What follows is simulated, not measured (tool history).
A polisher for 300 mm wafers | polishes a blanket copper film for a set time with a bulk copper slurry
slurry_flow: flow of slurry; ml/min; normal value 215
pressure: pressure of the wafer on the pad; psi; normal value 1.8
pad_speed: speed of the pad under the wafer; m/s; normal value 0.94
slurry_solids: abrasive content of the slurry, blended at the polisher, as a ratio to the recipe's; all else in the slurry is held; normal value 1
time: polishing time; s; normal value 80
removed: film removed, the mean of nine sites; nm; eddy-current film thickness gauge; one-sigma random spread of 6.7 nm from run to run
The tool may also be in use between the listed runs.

run	hour	slurry_flow	pressure	pad_speed	slurry_solids	time	incoming thickness of the incoming film, nm	removed
1	0	215	1.8	0.94	1	80	2952.6	534.7
2	68.6	270	2.1	0.94	1	80	2990.5	614.7
3	130.1	215	1.4	0.94	1	80	2983.6	462.8
4	172.5	215	1.4	0.94	1	80	2938.4	440.1
5	223.7	215	1.4	0.94	1	80	2938.1	460.8
6	284.4	215	1.8	0.94	1	62	2935.2	411.4
7	383.7	215	1.8	0.94	1	80	2975.9	526.4
8	440.1	215	1.8	0.94	1	80	3025.7	538.4
9	522.5	215	1.8	0.94	1	80	2993.8	535.5
10	600.8	215	1.8	0.88	1	80	2969.5	504.3
11	683.8	215	1.4	0.94	1	80	3002.7	441.2
12	733.9	215	2	0.7	0.85	101	2960.7	508.2
13	904.4	215	1.8	0.94	1.1	53	2969.3	356.9
14	981.6	215	2.1	0.94	1.25	80	2977.8	626.4
15	1073.5	250	1.5	1.18	1	89	3023.5	675.4
16	1178.9	260	1.8	1.14	1.3	57	3007	489
17	1215.1	215	1.8	0.94	1	80	2983.4	532.3
18	1318.3	215	1.8	1.22	1	80	2979.8	689.6
19	1402	215	2.1	0.62	1	80	2985.5	382.7
20	1443.3	215	1.5	0.94	0.75	80	2934.2	448.8

Taken out of this log: 14 entries between the listed runs. Where each belongs, and how the hidden state differs across it:
Logged between run 4 and run 5: slurry nozzle cleaned (hour 181.7); head pressure recalibrated (hour 184.8); worn pad replaced by a new one (hour 186.8)
  both runs share identical hidden conditions
Logged between run 6 and run 7: slurry blender recalibrated (hour 323.8)
  both runs share identical hidden conditions
Logged between run 8 and run 9: worn pad replaced by a new one (hour 474.8); head pressure recalibrated (hour 493.1)
  both runs share identical hidden conditions
Logged between run 10 and run 11: slurry blender recalibrated (hour 683.3)
  both runs share identical hidden conditions
Logged between run 12 and run 13: worn pad replaced by a new one (hour 787.3); head pressure recalibrated (hour 813.5)
  both runs share identical hidden conditions
Logged between run 14 and run 15: slurry nozzle cleaned (hour 1050.6)
  both runs share identical hidden conditions
Logged between run 15 and run 16: worn pad replaced by a new one (hour 1095.1); slurry blender recalibrated (hour 1134.3); head pressure recalibrated (hour 1141.5)
  both runs share identical hidden conditions
Logged between run 19 and run 20: worn pad replaced by a new one (hour 1411.2)
  both runs share identical hidden conditions
